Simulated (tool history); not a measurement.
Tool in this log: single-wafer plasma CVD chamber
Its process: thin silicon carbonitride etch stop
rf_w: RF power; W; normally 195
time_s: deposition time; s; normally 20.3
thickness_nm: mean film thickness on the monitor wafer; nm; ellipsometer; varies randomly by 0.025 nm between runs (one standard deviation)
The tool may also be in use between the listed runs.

| run | hour | rf_w | time_s | wafers since the last listed run | hours since the last thermocouple change | hours since the last RF generator calibration | hours since the showerhead was replaced | hours since the gauge calibration | read-back reference wafer on the same gauge, thickness_nm | thickness_nm |
|---|---|---|---|---|---|---|---|---|---|---|
| 1 | 0 | 195 | 20.3 | 0 | 544.8 | 296 | 4925.8 | 1168 | 11.017 | 10.462 |
| 2 | 229.1 | 215 | 18.3 | 6946 | 773.9 | 525.1 | 5154.9 | 1397.1 | 11.018 | 9.65 |
| 3 | 329.3 | 215 | 18.3 | 3038 | 874.1 | 625.3 | 5255.1 | 1497.3 | 11.004 | 9.675 |
| 4 | 370.5 | 195 | 20.3 | 1249 | 915.3 | 666.5 | 5296.3 | 1538.5 | 11.008 | 10.48 |
| 5 | 410.6 | 215 | 17.5 | 1215 | 955.4 | 706.6 | 5336.4 | 1578.6 | 10.995 | 9.215 |
| 6 | 511 | 215 | 17.5 | 3044 | 1055.8 | 807 | 5436.8 | 1679 | 10.997 | 9.217 |
| 7 | 568.6 | 195 | 20.3 | 1746 | 1113.4 | 864.6 | 5494.4 | 1736.6 | 10.996 | 10.438 |
| 8 | 667.9 | 195 | 20.3 | 3010 | 1212.7 | 963.9 | 5593.7 | 1835.9 | 10.987 | 10.427 |
| 9 | 711 | 195 | 22.1 | 1306 | 1255.8 | 1007 | 5636.8 | 1879 | 10.979 | 11.37 |
| 10 | 795.8 | 195 | 20.3 | 2571 | 1340.6 | 1091.8 | 5721.6 | 1963.8 | 10.97 | 10.47 |
|  | 885.2 | showerhead replaced |
| 11 | 899.6 | 195 | 20.3 | 2904 | 1444.4 | 1195.6 | 14.4 | 2067.6 | 10.972 | 10.456 |
| 12 | 960.6 | 195 | 20.3 | 1849 | 1505.4 | 1256.6 | 75.4 | 2128.6 | 10.971 | 10.441 |
| 13 | 1192.5 | 195 | 20.3 | 7031 | 1737.3 | 1488.5 | 307.3 | 2360.5 | 10.971 | 10.467 |
| 14 | 1232.4 | 195 | 17.9 | 1209 | 1777.2 | 1528.4 | 347.2 | 2400.4 | 10.956 | 9.216 |
|  | 1283.7 | thermocouple changed; heater temperature recalibrated |
| 15 | 1284.2 | 210 | 20.3 | 1328 | 0.5 | 1580.2 | 399 | 2452.2 | 10.95 | 10.629 |
|  | 1318.2 | RF generator calibrated |
| 16 | 1351.9 | 210 | 20.3 | 1810 | 68.2 | 33.7 | 466.7 | 2519.9 | 10.943 | 10.637 |
| 17 | 1402.4 | 230 | 16.6 | 1531 | 118.7 | 84.2 | 517.2 | 2570.4 | 10.953 | 8.92 |
| 18 | 1440.8 | 180 | 23.7 | 1164 | 157.1 | 122.6 | 555.6 | 2608.8 | 10.951 | 11.953 |
| 19 | 1531.4 | 220 | 22 | 2747 | 247.7 | 213.2 | 646.2 | 2699.4 | 10.944 | 11.637 |
| 20 | 1625.1 | 235 | 21.8 | 2841 | 341.4 | 306.9 | 739.9 | 2793.1 | 10.955 | 11.748 |
| 21 | 1679.7 | 225 | 21.7 | 1655 | 396 | 361.5 | 794.5 | 2847.7 | 10.954 | 11.58 |
| 22 | 1747.2 | 195 | 20.3 | 2046 | 463.5 | 429 | 862 | 2915.2 | 10.966 | 10.401 |
| 23 | 1789.8 | 170 | 18 | 1291 | 506.1 | 471.6 | 904.6 | 2957.8 | 10.933 | 8.934 |
|  | 1810 | gauge calibrated |
| 24 | 1858.2 | 195 | 20.3 | 2073 | 574.5 | 540 | 973 | 48.2 | 11.218 | 10.684 |
| 25 | 1904.2 | 195 | 20.3 | 1394 | 620.5 | 586 | 1019 | 94.2 | 11.212 | 10.671 |
| 26 | 1944 | 165 | 24.2 | 1206 | 660.3 | 625.8 | 1058.8 | 134 | 11.189 | 12.184 |
| 27 | 2012.3 | 210 | 16.8 | 2070 | 728.6 | 694.1 | 1127.1 | 202.3 | 11.189 | 8.948 |
| 28 | 2113.9 | 195 | 18.8 | 3080 | 830.2 | 795.7 | 1228.7 | 303.9 | 11.149 | 9.856 |
| 29 | 2203.6 | 210 | 17.3 | 2719 | 919.9 | 885.4 | 1318.4 | 393.6 | 11.141 | 9.186 |
| 30 | 2244.1 | 195 | 23.5 | 1228 | 960.4 | 925.9 | 1358.9 | 434.1 | 11.137 | 12.297 |
| 31 | 2325 | 160 | 22.2 | 2452 | 1041.3 | 1006.8 | 1439.8 | 515 | 11.111 | 11.036 |
| 32 | 2389.4 | 195 | 20.3 | 1952 | 1105.7 | 1071.2 | 1504.2 | 579.4 | 11.101 | 10.564 |
| 33 | 2489.6 | 160 | 23 | 3038 | 1205.9 | 1171.4 | 1604.4 | 679.6 | 11.088 | 11.38 |
| 34 | 2584.5 | 195 | 20.3 | 2877 | 1300.8 | 1266.3 | 1699.3 | 774.5 | 11.064 | 10.511 |
| 35 | 2669.3 | 195 | 20.3 | 2571 | 1385.6 | 1351.1 | 1784.1 | 859.3 | 11.074 | 10.559 |
| 36 | 2725.4 | 165 | 22.9 | 1701 | 1441.7 | 1407.2 | 1840.2 | 915.4 | 11.055 | 11.39 |

Branching from run 36: 3 alternative next runs. What would each branch give?
| A | 2725.8 | 195 | 17 | 12 | 1442.1 | 1407.6 | 1840.6 | 915.8 | ? | ? |
| B | 2725.8 | 230 | 23.5 | 12 | 1442.1 | 1407.6 | 1840.6 | 915.8 | ? | ? |
| C | 2725.8 | 165 | 16.7 | 12 | 1442.1 | 1407.6 | 1840.6 | 915.8 | ? | ? |

| run | read-back reference wafer on the same gauge, thickness_nm | thickness_nm |
|---|---|---|
| A | 11.06 | 8.802 |
| B | 11.06 | 12.694 |
| C | 11.06 | 8.293 |
With no hidden state in the tool, these same runs would have given:
| run | thickness_nm |
|---|---|
| A | 8.918 |
| B | 12.861 |
| C | 8.402 |
